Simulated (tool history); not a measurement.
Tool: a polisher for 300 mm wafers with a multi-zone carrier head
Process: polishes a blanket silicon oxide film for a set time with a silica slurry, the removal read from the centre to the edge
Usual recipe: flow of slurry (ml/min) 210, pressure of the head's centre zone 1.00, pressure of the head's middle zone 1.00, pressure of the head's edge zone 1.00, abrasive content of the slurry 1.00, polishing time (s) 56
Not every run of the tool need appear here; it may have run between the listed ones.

run	day	flow of slurry (ml/min)	pressure of the head's centre zone	pressure of the head's middle zone	pressure of the head's edge zone	abrasive content of the slurry	polishing time (s)	incoming thickness of the incoming film, nm	film removed at the wafer's centre (Å)	film removed at mid-radius (Å)	film removed at the wafer's edge (Å)
1	0.000	210	1.08	1.00	1.00	1.00	56	1860.9	1414	1264	1282
# day 0.833: worn pad replaced by a new one
2	1.175	210	1.00	1.00	1.00	1.00	56	1873.1	1290	1265	1266
# day 1.475: edge zone pressure recalibrated
# day 7.608: worn pad replaced by a new one
3	7.629	210	0.92	1.00	1.00	1.00	41	1886.3	881	929	929
# day 9.129: slurry nozzle cleaned
4	10.129	210	0.92	1.00	1.00	1.00	41	1881.9	884	923	925
5	11.304	210	1.00	1.00	1.00	1.00	56	1861.7	1317	1286	1273
6	13.038	210	1.00	1.00	1.00	1.00	56	1873.0	1318	1286	1269
7	14.650	210	1.00	1.00	1.00	1.00	56	1862.2	1306	1293	1272
# day 15.312: worn pad replaced by a new one
8	15.967	210	1.00	1.00	1.00	1.00	56	1865.9	1317	1286	1264
# day 17.233: edge zone pressure recalibrated
# day 17.904: centre zone pressure recalibrated
9	18.412	210	1.04	1.00	1.00	1.00	56	1897.3	1362	1285	1262
10	20.958	275	1.00	0.93	1.00	1.00	56	1855.5	1348	1212	1287
# day 23.108: worn pad replaced by a new one
11	23.529	280	1.00	1.04	1.00	1.00	56	1857.4	1331	1347	1299
# day 25.783: carrier head's membrane replaced by a new one
12	26.208	210	1.00	1.05	1.08	1.00	56	1868.6	1308	1292	1313
13	28.733	245	0.92	1.00	1.00	0.80	56	1817.3	1126	1193	1180
# day 29.617: slurry nozzle cleaned
14	30.875	210	1.00	1.00	1.00	1.00	64	1874.4	1490	1482	1463
# day 31.412: worn pad replaced by a new one
15	32.371	245	1.09	1.00	1.00	0.75	48	1840.5	1113	970	983

Expected results for the next run?
# day 32.521: edge zone pressure recalibrated
16	35.146	210	1.00	1.00	1.00	1.00	56	1882.0	?	?	?

film removed at the wafer's centre (Å): 1301
film removed at mid-radius (Å): 1269
film removed at the wafer's edge (Å): 1281
If the tool had no hidden condition, the same run with the same run-to-run variation would have returned film removed at the wafer's centre (Å) 1301, film removed at mid-radius (Å) 1269, film removed at the wafer's edge (Å) 1281.

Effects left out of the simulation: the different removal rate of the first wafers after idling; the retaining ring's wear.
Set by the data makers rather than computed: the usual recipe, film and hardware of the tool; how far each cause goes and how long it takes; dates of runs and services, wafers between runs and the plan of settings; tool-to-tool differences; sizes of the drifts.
